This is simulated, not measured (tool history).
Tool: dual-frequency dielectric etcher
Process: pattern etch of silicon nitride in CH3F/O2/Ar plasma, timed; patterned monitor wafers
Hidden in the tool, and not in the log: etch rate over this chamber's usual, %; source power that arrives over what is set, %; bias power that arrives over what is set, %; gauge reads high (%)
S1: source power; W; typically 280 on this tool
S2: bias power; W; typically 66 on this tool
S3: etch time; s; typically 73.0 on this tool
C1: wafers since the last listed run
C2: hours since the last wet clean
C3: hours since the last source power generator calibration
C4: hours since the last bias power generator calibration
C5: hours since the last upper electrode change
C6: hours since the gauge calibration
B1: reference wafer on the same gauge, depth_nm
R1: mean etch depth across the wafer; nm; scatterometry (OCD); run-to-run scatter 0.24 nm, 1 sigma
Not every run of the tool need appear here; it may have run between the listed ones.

| run | hour | S1 | S2 | S3 | C1 | C2 | C3 | C4 | C5 | C6 | B1 | R1 |
|---|---|---|---|---|---|---|---|---|---|---|---|---|
| 1 | 0.0 | 280 | 66 | 73.0 | 0 | 229.8 | 386.2 | 2585.3 | 3311.1 | 540.7 | 50.25 | 45.26 |
| 2 | 46.7 | 280 | 66 | 73.0 | 635 | 276.5 | 432.9 | 2632.0 | 3357.8 | 587.4 | 50.21 | 45.70 |
| 3 | 151.3 | 280 | 66 | 73.0 | 1424 | 381.1 | 537.5 | 2736.6 | 3462.4 | 692.0 | 50.15 | 46.27 |
| 4 | 257.1 | 280 | 66 | 65.0 | 1440 | 486.9 | 643.3 | 2842.4 | 3568.2 | 797.8 | 50.20 | 41.55 |
|  | 298.1 | wet clean of the chamber |
| 5 | 419.7 | 280 | 66 | 73.0 | 1886 | 121.6 | 805.9 | 3005.0 | 3730.8 | 960.4 | 50.22 | 44.91 |
| 6 | 503.0 | 280 | 66 | 73.0 | 1134 | 204.9 | 889.2 | 3088.3 | 3814.1 | 1043.7 | 50.17 | 44.68 |
| 7 | 567.7 | 280 | 66 | 73.0 | 880 | 269.6 | 953.9 | 3153.0 | 3878.8 | 1108.4 | 50.26 | 45.42 |
|  | 667.7 | gauge calibrated |
| 8 | 671.4 | 280 | 76 | 73.0 | 1411 | 373.3 | 1057.6 | 3256.7 | 3982.5 | 3.7 | 50.17 | 47.98 |
|  | 722.6 | bias power generator calibrated |
| 9 | 751.5 | 280 | 76 | 73.0 | 1036 | 453.4 | 1137.7 | 28.9 | 4062.6 | 83.8 | 50.12 | 47.51 |
|  | 790.2 | wet clean of the chamber |
| 10 | 790.7 | 280 | 76 | 73.0 | 206 | 0.5 | 1176.9 | 68.1 | 4101.8 | 123.0 | 50.27 | 46.16 |
| 11 | 852.5 | 280 | 66 | 73.0 | 841 | 62.3 | 1238.7 | 129.9 | 4163.6 | 184.8 | 50.13 | 44.07 |
| 12 | 897.3 | 280 | 66 | 81.5 | 609 | 107.1 | 1283.5 | 174.7 | 4208.4 | 229.6 | 50.10 | 49.87 |

Run 13 is up next; what results do you expect?
| 13 | 976.8 | 280 | 66 | 73.0 | 1082 | 186.6 | 1363.0 | 254.2 | 4287.9 | 309.1 | ? | ? |

{"run 13": {"B1": 50.16, "R1": 44.76}}
Had the tool carried no hidden state, the very same run would have given R1 44.09 nm.
